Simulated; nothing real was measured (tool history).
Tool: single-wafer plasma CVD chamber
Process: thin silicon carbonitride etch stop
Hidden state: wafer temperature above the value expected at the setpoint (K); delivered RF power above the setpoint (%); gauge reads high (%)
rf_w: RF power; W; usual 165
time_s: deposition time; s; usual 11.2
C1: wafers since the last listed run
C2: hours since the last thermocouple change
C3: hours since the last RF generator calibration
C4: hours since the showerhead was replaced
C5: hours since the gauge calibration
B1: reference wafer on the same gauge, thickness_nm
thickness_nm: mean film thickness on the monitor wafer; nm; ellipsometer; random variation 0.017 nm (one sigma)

Run 1, hour 0: usual settings but time_s 10.4 s; C1 0; C2 2305.4; C3 909.9; C4 2946.4; C5 25.3; B1 5.693. Result: thickness_nm 4.747 nm.
Run 2, hour 67.9: usual settings but time_s 10.4 s; C1 932; C2 2373.3; C3 977.8; C4 3014.3; C5 93.2; B1 5.688. Result: thickness_nm 4.725 nm.
Run 3, hour 120.9: usual settings but time_s 10.4 s; C1 727; C2 2426.3; C3 1030.8; C4 3067.3; C5 146.2; B1 5.694. Result: thickness_nm 4.697 nm.
Run 4, hour 170.8: usual settings but rf_w 180 W; C1 685; C2 2476.2; C3 1080.7; C4 3117.2; C5 196.1; B1 5.692. Result: thickness_nm 5.282 nm.
Run 5, hour 213.3: usual settings but rf_w 180 W; C1 583; C2 2518.7; C3 1123.2; C4 3159.7; C5 238.6; B1 5.688. Result: thickness_nm 5.271 nm.
Run 6, hour 275.8: usual settings but rf_w 180 W; C1 858; C2 2581.2; C3 1185.7; C4 3222.2; C5 301.1; B1 5.698. Result: thickness_nm 5.26 nm.
Run 7, hour 340.8: usual settings but rf_w 145 W; C1 892; C2 2646.2; C3 1250.7; C4 3287.2; C5 366.1; B1 5.7. Result: thickness_nm 4.77 nm.
Run 8, hour 380: usual settings but rf_w 150 W; C1 538; C2 2685.4; C3 1289.9; C4 3326.4; C5 405.3; B1 5.69. Result: thickness_nm 4.857 nm.
Run 9, hour 408.9: usual settings but rf_w 150 W; C1 396; C2 2714.3; C3 1318.8; C4 3355.3; C5 434.2; B1 5.693. Result: thickness_nm 4.846 nm.
At hour 439.4: thermocouple changed; heater temperature recalibrated.
At hour 441.1: RF generator calibrated.
Run 10, hour 442.6: usual settings but rf_w 150 W, time_s 10.2 s; C1 329; C2 3.2; C3 1.5; C4 3389; C5 467.9; B1 5.692. Result: thickness_nm 4.495 nm.
Run 11, hour 491.7: usual settings but rf_w 145 W, time_s 13.2 s; C1 674; C2 52.3; C3 50.6; C4 3438.1; C5 517; B1 5.689. Result: thickness_nm 5.722 nm.
At hour 513.3: gauge calibrated.
Run 12, hour 542.7: usual settings; C1 700; C2 103.3; C3 101.6; C4 3489.1; C5 29.4; B1 5.69. Result: thickness_nm 5.126 nm.
Run 13, hour 591: usual settings but rf_w 150 W, time_s 11.9 s; C1 663; C2 151.6; C3 149.9; C4 3537.4; C5 77.7; B1 5.688. Result: thickness_nm 5.233 nm.
At hour 691.9: showerhead replaced.
Run 14, hour 692.4: usual settings but rf_w 190 W, time_s 12.9 s; C1 1282; C2 253; C3 251.3; C4 0.5; C5 179.1; B1 5.692. Result: thickness_nm 6.272 nm.
Run 15, hour 713.7: usual settings but time_s 12.4 s; C1 292; C2 274.3; C3 272.6; C4 21.8; C5 200.4; B1 5.679. Result: thickness_nm 5.64 nm.
Run 16, hour 739.9: usual settings; C1 359; C2 300.5; C3 298.8; C4 48; C5 226.6; B1 5.692. Result: thickness_nm 5.106 nm.
Run 17, hour 873.2: usual settings; C1 1830; C2 433.8; C3 432.1; C4 181.3; C5 359.9; B1 5.693. Result: thickness_nm 5.115 nm.
Run 18, hour 943.3: usual settings but time_s 9.8 s; C1 962; C2 503.9; C3 502.2; C4 251.4; C5 430; B1 5.687. Result: thickness_nm 4.468 nm.

Measured less the same run without the tool's hidden state. The same run-to-run variation is in both; the gauge's scatter may not be:
run  thickness_nm
  1        -0.062
  2        -0.067
  3        -0.069
  4        -0.082
  5        -0.086
  6         -0.09
  7        -0.086
  8         -0.09
  9        -0.092
 10         -0.01
 11        -0.017
 12        -0.019
 13        -0.023
 14        -0.037
 15        -0.035
 16        -0.034
 17        -0.043
 18        -0.042
